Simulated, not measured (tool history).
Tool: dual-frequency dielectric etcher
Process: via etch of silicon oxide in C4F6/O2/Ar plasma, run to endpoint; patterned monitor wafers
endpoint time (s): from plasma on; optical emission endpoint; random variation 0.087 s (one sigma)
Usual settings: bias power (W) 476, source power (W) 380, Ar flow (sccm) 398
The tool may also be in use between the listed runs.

run	hour	bias power (W)	source power (W)	Ar flow (sccm)	incoming incoming film thickness, nm	endpoint time (s)
1	0.0	476	380	398	84.2	19.0
2	18.4	476	410	398	83.4	18.4
3	40.6	476	380	344	84.7	18.8
4	54.7	476	380	398	85.2	19.6
5	80.1	476	380	398	83.7	19.2
6	106.2	570	380	398	84.4	17.9
7	133.0	476	380	398	83.8	19.1
8	152.0	558	380	398	84.1	17.9
9	180.4	558	380	398	83.7	17.9
# hour 207.5: Ar flow controller replaced
10	209.5	476	380	398	83.9	19.4
11	314.0	476	350	398	83.9	20.5
12	335.9	476	350	398	84.1	20.5
13	350.5	476	430	398	85.1	18.8
14	381.0	576	450	398	84.4	16.8
15	400.0	587	450	425	83.7	16.8
16	414.8	476	380	431	84.1	20.0
17	443.3	570	380	398	85.0	18.4
18	471.1	515	310	349	83.6	20.7
# hour 513.6: bias power generator calibrated
# hour 517.1: upper electrode replaced, of another model than before
19	517.6	560	430	398	84.7	17.6
20	526.4	446	340	327	83.7	21.4
21	547.3	395	410	366	84.6	19.7
22	563.0	389	430	356	84.6	19.4
# hour 593.0: wet clean of the chamber
# hour 593.0: source power generator calibrated
23	593.5	476	380	398	84.4	19.3
24	605.9	521	380	445	82.9	18.4
25	633.3	476	380	398	83.5	18.9
26	666.3	560	430	398	84.2	16.8
27	694.0	581	380	398	84.2	18.2
28	725.7	524	380	316	85.3	18.5
29	748.3	476	350	398	83.7	20.4
30	773.0	476	380	325	83.4	18.7

Hidden state or all else? Some run-to-run changes of endpoint time (s), split into what the settings, what came in and random variation would give without the hidden state, and what is left for the hidden state (with any gauge scatter that isn't in both results):
The hidden state here: etch rate over this chamber's usual, %; bias power that arrives over what is set, %; source power that arrives over what is set, %; Ar flow that arrives over what is set, %.
Run 10 -> 11: source power (W) 380 -> 350. endpoint time (s) +1.1: hidden state +0.2, all else +0.9.
Run 15 -> 16: bias power (W) 587 -> 476, source power (W) 450 -> 380, Ar flow (sccm) 425 -> 431. endpoint time (s) +3.2: hidden state +0.1, all else +3.1.
Run 17 -> 18: bias power (W) 570 -> 515, source power (W) 380 -> 310, Ar flow (sccm) 398 -> 349. endpoint time (s) +2.3: hidden state +0.2, all else +2.1.
Run 18 -> 19: bias power (W) 515 -> 560, source power (W) 310 -> 430, Ar flow (sccm) 349 -> 398, bias power generator calibrated, upper electrode replaced, of another model than before. endpoint time (s) -3.1: hidden state -0.1, all else -3.0.
Run 19 -> 20: bias power (W) 560 -> 446, source power (W) 430 -> 340, Ar flow (sccm) 398 -> 327. endpoint time (s) +3.8: hidden state +0.2, all else +3.6.
Run 22 -> 23: bias power (W) 389 -> 476, source power (W) 430 -> 380, Ar flow (sccm) 356 -> 398, wet clean of the chamber, source power generator calibrated. endpoint time (s) -0.1: hidden state -1.0, all else +0.9.
